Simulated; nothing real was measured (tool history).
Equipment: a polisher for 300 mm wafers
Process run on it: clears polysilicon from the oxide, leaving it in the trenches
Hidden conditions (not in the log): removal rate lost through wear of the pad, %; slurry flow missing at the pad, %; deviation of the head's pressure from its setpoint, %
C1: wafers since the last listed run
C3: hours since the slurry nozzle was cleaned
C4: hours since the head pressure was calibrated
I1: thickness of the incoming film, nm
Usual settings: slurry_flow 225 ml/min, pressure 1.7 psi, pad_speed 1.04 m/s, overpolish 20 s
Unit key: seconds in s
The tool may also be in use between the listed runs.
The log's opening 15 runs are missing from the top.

run 16 hour=193.6 | slurry_flow=225 pressure=1.7 pad_speed=1.04 overpolish=20 | C1=224 wafers_polished_on_this_pad=459 C3=181.9 C4=58 | I1=453.4 | seconds=50.1
-- hour=213.1 worn pad replaced by a new one
run 17 hour=213.6 | slurry_flow=255 pressure=1.7 pad_speed=0.74 overpolish=23 | C1=129 wafers_polished_on_this_pad=4 C3=201.9 C4=78 | I1=460.4 | seconds=61.3
run 18 hour=220.5 | slurry_flow=160 pressure=2.2 pad_speed=1.04 overpolish=20 | C1=56 wafers_polished_on_this_pad=60 C3=208.8 C4=84.9 | I1=451.7 | seconds=42.9
-- hour=267.2 slurry nozzle cleaned
run 19 hour=271 | slurry_flow=245 pressure=1.7 pad_speed=0.9 overpolish=20 | C1=402 wafers_polished_on_this_pad=462 C3=3.8 C4=135.4 | I1=449.9 | seconds=48.8
run 20 hour=279.2 | slurry_flow=225 pressure=1.7 pad_speed=1.04 overpolish=20 | C1=66 wafers_polished_on_this_pad=528 C3=12 C4=143.6 | I1=447.3 | seconds=48.3
-- hour=305.6 worn pad replaced by a new one
run 21 hour=325.6 | slurry_flow=290 pressure=1.7 pad_speed=1.04 overpolish=10 | C1=344 wafers_polished_on_this_pad=162 C3=58.4 C4=190 | I1=448.3 | seconds=45.4
run 22 hour=336.2 | slurry_flow=225 pressure=1.3 pad_speed=1.3 overpolish=29 | C1=86 wafers_polished_on_this_pad=248 C3=69 C4=200.6 | I1=455.7 | seconds=54.6
run 23 hour=343.7 | slurry_flow=225 pressure=1.7 pad_speed=1.04 overpolish=20 | C1=60 wafers_polished_on_this_pad=309 C3=76.5 C4=208.1 | I1=452.2 | seconds=46.7
run 24 hour=352.2 | slurry_flow=225 pressure=1.7 pad_speed=1.04 overpolish=20 | C1=69 wafers_polished_on_this_pad=378 C3=85 C4=216.6 | I1=452.6 | seconds=46.6
run 25 hour=365.1 | slurry_flow=225 pressure=1.7 pad_speed=1.04 overpolish=20 | C1=104 wafers_polished_on_this_pad=483 C3=97.9 C4=229.5 | I1=450.2 | seconds=49
run 26 hour=378.2 | slurry_flow=225 pressure=1.7 pad_speed=0.92 overpolish=20 | C1=106 wafers_polished_on_this_pad=589 C3=111 C4=242.6 | I1=449.1 | seconds=51.6
-- hour=382.7 worn pad replaced by a new one
run 27 hour=388.8 | slurry_flow=225 pressure=1.3 pad_speed=1.04 overpolish=20 | C1=53 wafers_polished_on_this_pad=49 C3=121.6 C4=253.2 | I1=447.6 | seconds=62.4
run 28 hour=401.3 | slurry_flow=225 pressure=1.9 pad_speed=1.04 overpolish=20 | C1=101 wafers_polished_on_this_pad=150 C3=134.1 C4=265.7 | I1=459.2 | seconds=43.8
run 29 hour=414.1 | slurry_flow=225 pressure=2 pad_speed=0.82 overpolish=27 | C1=103 wafers_polished_on_this_pad=254 C3=146.9 C4=278.5 | I1=448 | seconds=46.7
run 30 hour=427.1 | slurry_flow=225 pressure=1.7 pad_speed=1.04 overpolish=20 | C1=105 wafers_polished_on_this_pad=360 C3=159.9 C4=291.5 | I1=450.8 | seconds=48.7
run 31 hour=440.1 | slurry_flow=200 pressure=1.2 pad_speed=1.16 overpolish=29 | C1=105 wafers_polished_on_this_pad=465 C3=172.9 C4=304.5 | I1=448.2 | seconds=65.7
run 32 hour=446.3 | slurry_flow=150 pressure=2.1 pad_speed=1.36 overpolish=12 | C1=50 wafers_polished_on_this_pad=516 C3=179.1 C4=310.7 | I1=457.2 | seconds=36.4

Each row is a separate what-if for the run after 32, all from the same tool condition, not one after another. Results?
run A hour=446.8 | slurry_flow=250 pressure=1.7 pad_speed=1.04 overpolish=20 | C1=4 wafers_polished_on_this_pad=520 C3=179.6 C4=311.2 | I1=452.3 | seconds=?
run B hour=446.8 | slurry_flow=225 pressure=1.5 pad_speed=1.04 overpolish=12 | C1=4 wafers_polished_on_this_pad=520 C3=179.6 C4=311.2 | I1=452.3 | seconds=?
run C hour=446.8 | slurry_flow=225 pressure=1.7 pad_speed=1.04 overpolish=25 | C1=4 wafers_polished_on_this_pad=520 C3=179.6 C4=311.2 | I1=452.3 | seconds=?
run D hour=446.8 | slurry_flow=225 pressure=2.3 pad_speed=0.8 overpolish=26 | C1=4 wafers_polished_on_this_pad=520 C3=179.6 C4=311.2 | I1=452.3 | seconds=?
run E hour=446.8 | slurry_flow=275 pressure=1.7 pad_speed=1.38 overpolish=20 | C1=4 wafers_polished_on_this_pad=520 C3=179.6 C4=311.2 | I1=452.3 | seconds=?

run=A seconds=49.6
run=B seconds=57.3
run=C seconds=50.6
run=D seconds=43.6
run=E seconds=40.6
With no hidden state in the tool, these same runs would have given:
run=A seconds=47.2
run=B seconds=54.1
run=C seconds=47.8
run=D seconds=41.2
run=E seconds=38.8
